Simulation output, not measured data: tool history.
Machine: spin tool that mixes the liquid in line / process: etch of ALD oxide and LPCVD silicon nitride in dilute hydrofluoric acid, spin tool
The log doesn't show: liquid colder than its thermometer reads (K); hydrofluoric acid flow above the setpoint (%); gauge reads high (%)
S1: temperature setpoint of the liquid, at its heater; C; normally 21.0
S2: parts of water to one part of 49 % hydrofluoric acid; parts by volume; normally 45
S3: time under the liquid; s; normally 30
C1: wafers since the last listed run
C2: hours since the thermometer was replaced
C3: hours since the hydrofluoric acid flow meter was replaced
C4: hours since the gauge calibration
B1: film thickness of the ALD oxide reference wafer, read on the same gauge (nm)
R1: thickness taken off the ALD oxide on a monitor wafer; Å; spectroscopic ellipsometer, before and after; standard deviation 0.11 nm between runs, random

run,hour,S1,S2,S3,C1,C2,C3,C4,B1,R1
1,0.0,24.0,30,30,0,1180.1,327.7,34.9,29.99,306.4
2,6.1,24.0,30,30,111,1186.2,333.8,41.0,30.03,302.4
3,21.4,21.0,45,30,280,1201.5,349.1,56.3,30.00,175.1
4,34.2,21.0,45,30,234,1214.3,361.9,69.1,30.01,174.5
5,44.8,21.0,45,30,194,1224.9,372.5,79.7,30.00,174.1
6,55.1,21.0,50,30,188,1235.2,382.8,90.0,30.00,156.3
7,63.2,21.0,50,30,148,1243.3,390.9,98.1,29.99,155.7
# hour 68.3: hydrofluoric acid flow meter replaced
8,80.7,21.0,50,30,302,1260.8,12.4,115.6,30.02,154.7
9,95.1,23.5,40,45,263,1275.2,26.8,130.0,30.00,328.2
# hour 110.7: gauge calibrated
10,112.1,18.0,45,50,311,1292.2,43.8,1.4,30.01,253.7
11,124.6,21.0,45,30,228,1304.7,56.3,13.9,30.00,173.9
12,139.1,25.0,40,25,265,1319.2,70.8,28.4,29.99,191.9
# hour 149.1: thermometer replaced
13,171.9,23.0,40,30,582,22.8,103.6,61.2,30.00,237.6
14,185.2,24.0,45,30,243,36.1,116.9,74.5,29.98,221.5
15,193.7,18.0,45,50,155,44.6,125.4,83.0,30.01,280.8
16,208.3,24.5,30,30,267,59.2,140.0,97.6,30.01,346.6

Consider 3 possible next runs. They are alternatives, not a sequence: every one starts from the tool as it was left by run 16. What does each give?
A,208.7,26.0,45,30,7,59.6,140.4,98.0,?,?
B,208.7,23.0,60,45,7,59.6,140.4,98.0,?,?
C,208.7,21.0,35,40,7,59.6,140.4,98.0,?,?

run,B1,R1
A,30.01,236.7
B,30.01,230.9
C,30.01,333.8
Without the tool's hidden state the same runs would have given:
run,R1
A,238.9
B,233.0
C,337.0
